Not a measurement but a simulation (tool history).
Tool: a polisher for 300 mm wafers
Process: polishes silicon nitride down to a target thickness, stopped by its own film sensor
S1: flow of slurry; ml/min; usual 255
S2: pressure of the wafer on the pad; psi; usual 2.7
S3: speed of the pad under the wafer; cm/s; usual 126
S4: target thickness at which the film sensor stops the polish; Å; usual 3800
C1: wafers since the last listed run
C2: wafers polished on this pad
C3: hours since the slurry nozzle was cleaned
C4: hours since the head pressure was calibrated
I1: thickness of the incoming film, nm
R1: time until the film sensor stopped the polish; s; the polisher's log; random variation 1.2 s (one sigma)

run,hour,S1,S2,S3,S4,C1,C2,C3,C4,I1,R1
1,0.0,255,2.7,126,3800,0,2107,610.6,233.0,508.8,105.0
# hour 70.8: worn pad replaced by a new one
2,71.3,255,3.1,126,3800,452,3,681.9,304.3,493.9,71.4
# hour 114.2: slurry nozzle cleaned
3,135.4,255,2.7,126,3800,424,427,21.2,368.4,500.7,92.5
4,193.9,255,2.7,126,3800,393,820,79.7,426.9,502.1,95.0
# hour 210.8: head pressure recalibrated
5,357.5,255,2.7,126,3800,1086,1906,243.3,146.7,492.4,95.3
6,385.3,255,2.7,126,3800,186,2093,271.1,174.5,494.6,95.2
7,457.3,255,2.7,126,3800,483,2577,343.1,246.5,502.7,103.0
# hour 526.4: worn pad replaced by a new one
8,526.9,255,2.7,126,3800,440,3,412.7,316.1,499.6,86.7
9,551.8,255,2.7,126,3800,167,170,437.6,341.0,500.8,91.7
10,593.5,255,2.7,126,3800,280,451,479.3,382.7,500.2,93.8
11,624.0,255,2.7,126,3800,205,656,509.8,413.2,510.4,102.6
12,660.2,255,3.2,126,3800,243,899,546.0,449.4,496.2,77.0
# hour 703.8: slurry nozzle cleaned
# hour 703.9: head pressure recalibrated
13,716.3,255,3.2,126,3800,369,1268,12.5,12.4,506.3,86.6
14,775.4,255,2.7,126,3800,397,1665,71.6,71.5,495.1,94.6
15,880.2,255,2.7,126,3800,704,2370,176.4,176.3,503.8,101.3
# hour 912.1: worn pad replaced by a new one
16,937.4,255,2.7,126,3800,357,169,233.6,233.5,500.9,88.1
17,986.8,255,2.1,126,3800,332,501,283.0,282.9,493.1,108.6
18,1031.9,255,2.7,126,3800,303,804,328.1,328.0,504.0,96.1
19,1061.3,255,2.7,126,3800,197,1002,357.5,357.4,506.6,97.0
20,1114.6,255,1.9,126,3950,358,1360,410.8,410.7,496.7,116.9
21,1139.3,320,1.9,126,3480,166,1526,435.5,435.4,497.5,166.7
# hour 1143.5: head pressure recalibrated
22,1176.0,255,2.7,126,4150,233,1760,472.2,32.5,500.4,68.5
23,1213.8,255,2.7,98,4170,254,2014,510.0,70.3,509.5,92.2
24,1238.1,195,2.1,126,3980,163,2177,534.3,94.6,496.9,108.1
25,1288.1,255,2.7,126,3800,336,2513,584.3,144.6,508.6,104.1
# hour 1307.9: worn pad replaced by a new one
26,1314.2,255,2.7,126,3800,148,42,610.4,170.7,490.9,81.7
27,1370.5,255,3.2,140,3800,378,420,666.7,227.0,503.2,72.4
# hour 1452.3: slurry nozzle cleaned
# hour 1532.1: head pressure recalibrated
28,1542.9,255,2.7,126,3800,1138,1559,90.6,10.8,495.4,91.4
29,1606.1,255,2.1,154,3630,424,1984,153.8,74.0,495.8,119.0
30,1652.8,255,2.0,150,3800,313,2298,200.5,120.7,500.6,117.2
31,1702.7,305,3.5,156,3610,335,2633,250.4,170.6,501.5,75.0
# hour 1725.1: worn pad replaced by a new one
32,1852.7,255,2.7,126,3800,981,857,400.4,320.6,495.8,93.5
33,1897.6,255,2.7,126,4160,301,1159,445.3,365.5,504.5,71.5
# hour 1956.4: head pressure recalibrated
34,1959.0,255,3.5,162,4140,399,1558,506.7,2.6,492.2,40.2
# hour 2033.1: slurry nozzle cleaned
35,2060.6,255,2.7,126,3800,676,2234,27.5,104.2,499.5,99.9

Measured less the same run without the tool's hidden state. The same run-to-run variation is in both; the gauge's scatter may not be:
The hidden state here: removal rate lost through wear of the pad, %; slurry flow missing at the pad, %; deviation of the head's pressure from its setpoint, %.
run,R1
1,+11.8
2,+1.2
3,+5.5
4,+8.2
5,+11.7
6,+12.1
7,+13.6
8,+1.6
9,+3.5
10,+6.0
11,+8.0
12,+7.1
13,+9.4
14,+11.4
15,+13.4
16,+2.2
17,+6.0
18,+7.1
19,+8.2
20,+11.5
21,+17.3
22,+7.5
23,+10.5
24,+12.6
25,+12.6
26,+0.7
27,+3.4
28,+9.5
29,+13.5
30,+13.8
31,+9.1
32,+9.1
33,+8.0
34,+5.0
35,+13.8
